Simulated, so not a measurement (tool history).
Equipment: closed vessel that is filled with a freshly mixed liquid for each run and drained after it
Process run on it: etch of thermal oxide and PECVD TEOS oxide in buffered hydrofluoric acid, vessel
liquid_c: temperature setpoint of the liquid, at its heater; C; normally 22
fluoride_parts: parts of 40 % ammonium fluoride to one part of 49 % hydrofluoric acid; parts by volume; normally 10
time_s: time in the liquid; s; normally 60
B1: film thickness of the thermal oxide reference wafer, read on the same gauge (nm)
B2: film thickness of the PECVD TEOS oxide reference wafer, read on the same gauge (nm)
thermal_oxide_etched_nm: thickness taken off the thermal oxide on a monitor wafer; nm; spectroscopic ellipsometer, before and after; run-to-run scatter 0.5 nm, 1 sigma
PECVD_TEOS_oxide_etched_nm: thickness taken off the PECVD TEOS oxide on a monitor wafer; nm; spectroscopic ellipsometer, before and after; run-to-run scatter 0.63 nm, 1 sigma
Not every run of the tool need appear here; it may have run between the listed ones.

{"run": 1, "hour": 0.0, "liquid_c": 19.5, "fluoride_parts": 10, "time_s": 60, "B1": 90.02, "B2": 149.97, "thermal_oxide_etched_nm": 61.13, "PECVD_TEOS_oxide_etched_nm": 106.93}
{"run": 2, "hour": 51.4, "liquid_c": 22, "fluoride_parts": 13, "time_s": 60, "B1": 89.96, "B2": 150.06, "thermal_oxide_etched_nm": 54.81, "PECVD_TEOS_oxide_etched_nm": 96.52}
{"run": 3, "hour": 90.9, "liquid_c": 22, "fluoride_parts": 13, "time_s": 60, "B1": 90.03, "B2": 150.03, "thermal_oxide_etched_nm": 54.47, "PECVD_TEOS_oxide_etched_nm": 97.29}
{"run": 4, "hour": 125.1, "liquid_c": 22, "fluoride_parts": 13, "time_s": 60, "B1": 90.01, "B2": 150.03, "thermal_oxide_etched_nm": 54.87, "PECVD_TEOS_oxide_etched_nm": 96.66}
{"run": 5, "hour": 186.3, "liquid_c": 22, "fluoride_parts": 10, "time_s": 60, "B1": 90, "B2": 150.01, "thermal_oxide_etched_nm": 71.5, "PECVD_TEOS_oxide_etched_nm": 123.98}
{"run": 6, "hour": 226.9, "liquid_c": 22, "fluoride_parts": 10, "time_s": 60, "B1": 90.04, "B2": 149.95, "thermal_oxide_etched_nm": 70.15, "PECVD_TEOS_oxide_etched_nm": 123.49}
{"run": 7, "hour": 280.2, "liquid_c": 23.5, "fluoride_parts": 10, "time_s": 60, "B1": 89.99, "B2": 150.03, "thermal_oxide_etched_nm": 77.18, "PECVD_TEOS_oxide_etched_nm": 135.03}
{"run": 8, "hour": 322.5, "liquid_c": 22, "fluoride_parts": 12.5, "time_s": 60, "B1": 90, "B2": 149.97, "thermal_oxide_etched_nm": 57.61, "PECVD_TEOS_oxide_etched_nm": 103.26}
{"run": 9, "hour": 377.6, "liquid_c": 22, "fluoride_parts": 10, "time_s": 75, "B1": 89.96, "B2": 150.02, "thermal_oxide_etched_nm": 89.51, "PECVD_TEOS_oxide_etched_nm": 157.22}
{"run": 10, "hour": 409.1, "liquid_c": 20.5, "fluoride_parts": 10, "time_s": 60, "B1": 90.02, "B2": 149.95, "thermal_oxide_etched_nm": 65.89, "PECVD_TEOS_oxide_etched_nm": 115.35}
{"hour": 424.3, "done": "gauge calibrated"}
{"hour": 432.1, "done": "hydrofluoric acid flow meter replaced"}
{"hour": 456.3, "done": "thermometer replaced"}
{"run": 11, "hour": 467.0, "liquid_c": 22, "fluoride_parts": 7.5, "time_s": 30, "B1": 90.04, "B2": 150.07, "thermal_oxide_etched_nm": 44.95, "PECVD_TEOS_oxide_etched_nm": 79.37}
{"run": 12, "hour": 677.7, "liquid_c": 17.5, "fluoride_parts": 10, "time_s": 60, "B1": 90.05, "B2": 150.04, "thermal_oxide_etched_nm": 54.76, "PECVD_TEOS_oxide_etched_nm": 96.04}
{"run": 13, "hour": 746.6, "liquid_c": 22, "fluoride_parts": 11.5, "time_s": 85, "B1": 89.99, "B2": 150.02, "thermal_oxide_etched_nm": 87.77, "PECVD_TEOS_oxide_etched_nm": 155.18}
{"run": 14, "hour": 801.0, "liquid_c": 27, "fluoride_parts": 13, "time_s": 45, "B1": 89.94, "B2": 150.02, "thermal_oxide_etched_nm": 53.54, "PECVD_TEOS_oxide_etched_nm": 94.58}
{"run": 15, "hour": 865.5, "liquid_c": 17, "fluoride_parts": 11.5, "time_s": 45, "B1": 89.95, "B2": 150.03, "thermal_oxide_etched_nm": 35.32, "PECVD_TEOS_oxide_etched_nm": 62.03}
{"run": 16, "hour": 898.5, "liquid_c": 22, "fluoride_parts": 10, "time_s": 80, "B1": 89.99, "B2": 150.01, "thermal_oxide_etched_nm": 94.22, "PECVD_TEOS_oxide_etched_nm": 167.67}
{"run": 17, "hour": 1012.3, "liquid_c": 19, "fluoride_parts": 10, "time_s": 75, "B1": 90.01, "B2": 150.04, "thermal_oxide_etched_nm": 74.82, "PECVD_TEOS_oxide_etched_nm": 132.64}
{"hour": 1032.0, "done": "hydrofluoric acid flow meter replaced"}
{"run": 18, "hour": 1056.8, "liquid_c": 22, "fluoride_parts": 10, "time_s": 60, "B1": 89.98, "B2": 150.03, "thermal_oxide_etched_nm": 69.75, "PECVD_TEOS_oxide_etched_nm": 121.99}
{"run": 19, "hour": 1095.8, "liquid_c": 23.5, "fluoride_parts": 6.5, "time_s": 60, "B1": 89.97, "B2": 150, "thermal_oxide_etched_nm": 113.73, "PECVD_TEOS_oxide_etched_nm": 198.19}
{"run": 20, "hour": 1163.4, "liquid_c": 22, "fluoride_parts": 13, "time_s": 60, "B1": 90, "B2": 149.99, "thermal_oxide_etched_nm": 54.57, "PECVD_TEOS_oxide_etched_nm": 94.93}
{"run": 21, "hour": 1225.6, "liquid_c": 22, "fluoride_parts": 10, "time_s": 60, "B1": 90.01, "B2": 150, "thermal_oxide_etched_nm": 70, "PECVD_TEOS_oxide_etched_nm": 123.87}
{"run": 22, "hour": 1263.8, "liquid_c": 22, "fluoride_parts": 10, "time_s": 60, "B1": 90.02, "B2": 150.01, "thermal_oxide_etched_nm": 69.41, "PECVD_TEOS_oxide_etched_nm": 122.76}
{"run": 23, "hour": 1310.9, "liquid_c": 26, "fluoride_parts": 10, "time_s": 90, "B1": 90.05, "B2": 150, "thermal_oxide_etched_nm": 132.87, "PECVD_TEOS_oxide_etched_nm": 231.07}
{"run": 24, "hour": 1360.1, "liquid_c": 20.5, "fluoride_parts": 9, "time_s": 45, "B1": 89.97, "B2": 150.02, "thermal_oxide_etched_nm": 52.76, "PECVD_TEOS_oxide_etched_nm": 93.2}
{"run": 25, "hour": 1385.7, "liquid_c": 17, "fluoride_parts": 13.5, "time_s": 30, "B1": 89.98, "B2": 149.97, "thermal_oxide_etched_nm": 20.03, "PECVD_TEOS_oxide_etched_nm": 35.32}
{"run": 26, "hour": 1448.7, "liquid_c": 19.5, "fluoride_parts": 12, "time_s": 30, "B1": 89.94, "B2": 149.95, "thermal_oxide_etched_nm": 26.08, "PECVD_TEOS_oxide_etched_nm": 46.14}

Predict each of these 4 candidate next runs independently; none follows another, all start after run 26:
{"run": "A", "hour": 1449.4, "liquid_c": 22, "fluoride_parts": 10, "time_s": 60, "B1": "?", "B2": "?", "thermal_oxide_etched_nm": "?", "PECVD_TEOS_oxide_etched_nm": "?"}
{"run": "B", "hour": 1449.4, "liquid_c": 22, "fluoride_parts": 7, "time_s": 60, "B1": "?", "B2": "?", "thermal_oxide_etched_nm": "?", "PECVD_TEOS_oxide_etched_nm": "?"}
{"run": "C", "hour": 1449.4, "liquid_c": 23.5, "fluoride_parts": 10, "time_s": 40, "B1": "?", "B2": "?", "thermal_oxide_etched_nm": "?", "PECVD_TEOS_oxide_etched_nm": "?"}
{"run": "D", "hour": 1449.4, "liquid_c": 24.5, "fluoride_parts": 10, "time_s": 60, "B1": "?", "B2": "?", "thermal_oxide_etched_nm": "?", "PECVD_TEOS_oxide_etched_nm": "?"}

run=A B1=90.03 B2=149.97 thermal_oxide_etched_nm=70.73 PECVD_TEOS_oxide_etched_nm=123.78
run=B B1=90.03 B2=149.97 thermal_oxide_etched_nm=100.15 PECVD_TEOS_oxide_etched_nm=175.25
run=C B1=90.03 B2=149.97 thermal_oxide_etched_nm=51.21 PECVD_TEOS_oxide_etched_nm=89.61
run=D B1=90.03 B2=149.97 thermal_oxide_etched_nm=81.12 PECVD_TEOS_oxide_etched_nm=141.95
Take away the tool's hidden state, keep each run's random variation, and the runs would have read:
run=A thermal_oxide_etched_nm=69.01 PECVD_TEOS_oxide_etched_nm=120.77
run=B thermal_oxide_etched_nm=96.81 PECVD_TEOS_oxide_etched_nm=169.41
run=C thermal_oxide_etched_nm=49.96 PECVD_TEOS_oxide_etched_nm=87.44
run=D thermal_oxide_etched_nm=79.15 PECVD_TEOS_oxide_etched_nm=138.5
